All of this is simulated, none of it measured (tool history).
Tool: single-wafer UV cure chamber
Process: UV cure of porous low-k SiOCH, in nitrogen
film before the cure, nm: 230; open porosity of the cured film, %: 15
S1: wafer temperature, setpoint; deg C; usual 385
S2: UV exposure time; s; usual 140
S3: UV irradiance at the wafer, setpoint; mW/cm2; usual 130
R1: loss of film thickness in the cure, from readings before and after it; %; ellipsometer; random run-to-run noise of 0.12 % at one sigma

run,hour,S1,S2,S3,R1
1,0.0,385,140,130,6.214
2,9.6,385,140,130,6.186
3,20.8,385,140,130,6.030
4,32.9,385,140,130,6.227
5,40.9,385,190,130,7.200
6,59.0,378,140,130,5.890
7,112.7,378,140,130,5.788
8,119.2,385,170,141,7.014
# hour 165.8: quartz window cleaned
# hour 169.4: UV bulbs replaced
9,169.9,385,170,141,8.918
10,179.2,385,85,130,6.488
11,190.0,385,85,130,6.329
12,197.8,385,140,130,7.934
13,208.5,385,140,130,7.997
14,218.5,385,140,130,8.153
15,244.2,385,140,130,7.845
16,250.7,385,80,142,6.250
17,265.9,375,95,130,6.374
18,283.3,385,140,130,7.755
19,292.8,385,155,103,7.281
20,310.6,367,60,115,4.377
21,319.0,385,140,130,7.625
22,332.1,385,180,120,8.327
23,342.6,385,110,130,6.995
24,358.4,385,140,130,7.807
25,364.7,385,140,107,6.933
26,381.9,377,140,170,8.278
27,390.3,385,85,157,6.399
28,403.7,366,140,165,8.066
29,421.4,385,140,96,6.382
30,433.8,385,140,130,7.430
31,447.4,385,140,96,6.312
32,455.9,385,140,130,7.255
33,464.1,385,115,130,6.710
34,470.9,391,70,143,5.428
35,478.2,393,70,155,5.846
36,489.1,385,140,151,7.819
37,502.7,385,210,92,7.445
38,519.6,385,140,112,6.814

The tool's hidden state at each run:
H1: lamp output below its setpoint, %
H2: transmission lost against a clean window, %
run,H1,H2
1,33.7,18.7
2,33.9,18.8
3,34.2,18.9
4,34.5,19
5,34.7,19
6,35.2,19.2
7,36.5,19.5
8,36.6,19.5
9,2.21,0.669
10,2.44,1.65
11,2.71,2.72
12,2.9,3.45
13,3.16,4.4
14,3.41,5.24
15,4.04,7.18
16,4.2,7.63
17,4.57,8.61
18,5,9.63
19,5.24,10.1
20,5.67,11
21,5.88,11.4
22,6.2,12
23,6.46,12.4
24,6.85,13
25,7,13.2
26,7.43,13.8
27,7.63,14.1
28,7.96,14.4
29,8.4,14.9
30,8.7,15.2
31,9.04,15.5
32,9.25,15.7
33,9.45,15.8
34,9.61,16
35,9.79,16.1
36,10.1,16.3
37,10.4,16.5
38,10.8,16.8
